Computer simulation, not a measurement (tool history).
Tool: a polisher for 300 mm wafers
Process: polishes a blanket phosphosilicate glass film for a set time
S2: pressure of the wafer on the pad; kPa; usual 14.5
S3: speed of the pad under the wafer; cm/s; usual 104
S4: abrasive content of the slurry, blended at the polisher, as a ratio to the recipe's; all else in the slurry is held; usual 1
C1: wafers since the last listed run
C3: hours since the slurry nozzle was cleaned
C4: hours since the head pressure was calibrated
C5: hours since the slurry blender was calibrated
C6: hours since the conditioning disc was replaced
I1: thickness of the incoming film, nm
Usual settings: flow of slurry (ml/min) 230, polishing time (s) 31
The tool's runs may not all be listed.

Run 1, day 0: usual settings; C1 0; wafers polished on this pad 491; C3 290.9; C4 903.6; C5 73.7; C6 356.9; I1 1835.9. Result: film removed (nm) 155.3.
Run 2, day 1.312: usual settings; C1 521; wafers polished on this pad 1012; C3 322.4; C4 935.1; C5 105.2; C6 388.4; I1 1834.8. Result: film removed (nm) 155.6.
Run 3, day 2.404: usual settings; C1 433; wafers polished on this pad 1446; C3 348.6; C4 961.3; C5 131.4; C6 414.6; I1 1865.1. Result: film removed (nm) 153.4.
Run 4, day 3.862: usual settings; C1 579; wafers polished on this pad 2025; C3 383.6; C4 996.3; C5 166.4; C6 449.6; I1 1853.5. Result: film removed (nm) 152.
At day 4.708: slurry blender recalibrated.
At day 4.971: worn pad replaced by a new one.
Run 5, day 8: usual settings but S3 76 cm/s, S4 0.75; C1 1544; wafers polished on this pad 1203; C3 482.9; C4 1095.6; C5 79; C6 548.9; I1 1857.3. Result: film removed (nm) 97.8.
Run 6, day 9.204: usual settings but S3 76 cm/s, S4 0.75; C1 478; wafers polished on this pad 1682; C3 511.8; C4 1124.5; C5 107.9; C6 577.8; I1 1858.4. Result: film removed (nm) 95.9.
Run 7, day 10.429: usual settings but S3 76 cm/s, S4 0.75; C1 486; wafers polished on this pad 2168; C3 541.2; C4 1153.9; C5 137.3; C6 607.2; I1 1902.2. Result: film removed (nm) 96.6.
At day 10.6: worn pad replaced by a new one.
Run 8, day 11.058: usual settings; C1 183; wafers polished on this pad 182; C3 556.3; C4 1169; C5 152.4; C6 622.3; I1 1870.9. Result: film removed (nm) 152.3.
Run 9, day 12.054: usual settings; C1 395; wafers polished on this pad 578; C3 580.2; C4 1192.9; C5 176.3; C6 646.2; I1 1837.2. Result: film removed (nm) 152.1.
At day 12.188: slurry blender recalibrated.
At day 12.308: conditioning disc replaced and pad reconditioned.
Run 10, day 13.008: usual settings; C1 312; wafers polished on this pad 890; C3 603.1; C4 1215.8; C5 19.7; C6 16.8; I1 1874.9. Result: film removed (nm) 152.8.
Run 11, day 14.333: usual settings; C1 526; wafers polished on this pad 1417; C3 634.9; C4 1247.6; C5 51.5; C6 48.6; I1 1909.9. Result: film removed (nm) 152.1.
Run 12, day 15.083: usual settings; C1 297; wafers polished on this pad 1715; C3 652.9; C4 1265.6; C5 69.5; C6 66.6; I1 1858.3. Result: film removed (nm) 151.
At day 15.804: slurry nozzle cleaned.
Run 13, day 15.904: usual settings; C1 309; wafers polished on this pad 2024; C3 2.4; C4 1285.3; C5 89.2; C6 86.3; I1 1855.5. Result: film removed (nm) 157.1.
At day 16.754: worn pad replaced by a new one.
Run 14, day 17.025: usual settings but S2 17.9 kPa, S4 1.2; C1 379; wafers polished on this pad 106; C3 29.3; C4 1312.2; C5 116.1; C6 113.2; I1 1866.8. Result: film removed (nm) 205.1.
At day 17.612: head pressure recalibrated.
Run 15, day 17.796: usual settings but flow of slurry (ml/min) 155, S4 1.25; C1 273; wafers polished on this pad 379; C3 47.8; C4 4.4; C5 134.6; C6 131.7; I1 1850.7. Result: film removed (nm) 164.8.
At day 19.738: slurry blender recalibrated.
Run 16, day 22.288: usual settings but flow of slurry (ml/min) 255; C1 1751; wafers polished on this pad 2131; C3 155.6; C4 112.2; C5 61.2; C6 239.5; I1 1857.7. Result: film removed (nm) 156.1.
At day 22.621: worn pad replaced by a new one.
Run 17, day 22.867: usual settings but S2 13.1 kPa, polishing time (s) 28; C1 163; wafers polished on this pad 98; C3 169.5; C4 126.1; C5 75.1; C6 253.4; I1 1870.4. Result: film removed (nm) 129.8.
Run 18, day 23.946: usual settings but S2 17.2 kPa, S4 1.15, polishing time (s) 25; C1 428; wafers polished on this pad 526; C3 195.4; C4 152; C5 101; C6 279.3; I1 1836.9. Result: film removed (nm) 156.2.
Run 19, day 24.796: usual settings but S3 86 cm/s, S4 0.75; C1 337; wafers polished on this pad 864; C3 215.8; C4 172.4; C5 121.4; C6 299.7; I1 1884.1. Result: film removed (nm) 106.4.
Run 20, day 26.279: usual settings; C1 589; wafers polished on this pad 1453; C3 251.4; C4 208; C5 157; C6 335.3; I1 1873.3. Result: film removed (nm) 154.2.
Run 21, day 27.658: usual settings; C1 547; wafers polished on this pad 2001; C3 284.5; C4 241.1; C5 190.1; C6 368.4; I1 1894.5. Result: film removed (nm) 154.6.
At day 28: slurry blender recalibrated.
Run 22, day 28.538: usual settings; C1 316; wafers polished on this pad 2318; C3 305.6; C4 262.2; C5 12.9; C6 389.5; I1 1868.8. Result: film removed (nm) 153.9.
At day 29.142: worn pad replaced by a new one.
Run 23, day 29.4: usual settings but polishing time (s) 37; C1 276; wafers polished on this pad 102; C3 326.3; C4 282.9; C5 33.6; C6 410.2; I1 1876.6. Result: film removed (nm) 184.3.
Run 24, day 30.038: usual settings but S4 1.2, polishing time (s) 36; C1 253; wafers polished on this pad 356; C3 341.6; C4 298.2; C5 48.9; C6 425.5; I1 1879.3. Result: film removed (nm) 199.8.
Run 25, day 30.962: usual settings; C1 367; wafers polished on this pad 723; C3 363.8; C4 320.4; C5 71.1; C6 447.7; I1 1849.9. Result: film removed (nm) 153.8.
Run 26, day 32.121: usual settings but flow of slurry (ml/min) 290; C1 460; wafers polished on this pad 1183; C3 391.6; C4 348.2; C5 98.9; C6 475.5; I1 1891.4. Result: film removed (nm) 156.8.

Measured less the same run without the tool's hidden state. The same run-to-run variation is in both; the gauge's scatter may not be:
The hidden state here: removal rate lost through wear of the pad, %; slurry flow missing at the pad, %; deviation of the head's pressure from its setpoint, %; abrasive missing from the slurry, %; time polished since the conditioner stopped cutting, s.
run  film removed (nm)
  1               -1.8
  2               -2.1
  3               -2.2
  4               -2.5
  5                 -2
  6               -2.1
  7               -2.3
  8               -3.7
  9               -3.9
 10               -4.2
 11               -4.4
 12               -4.6
 13               -0.1
 14               -0.3
 15               -0.5
 16               -0.8
 17               -0.9
 18               -1.2
 19               -0.9
 20               -1.6
 21               -1.8
 22               -1.9
 23               -2.5
 24               -2.8
 25               -2.3
 26                 -2
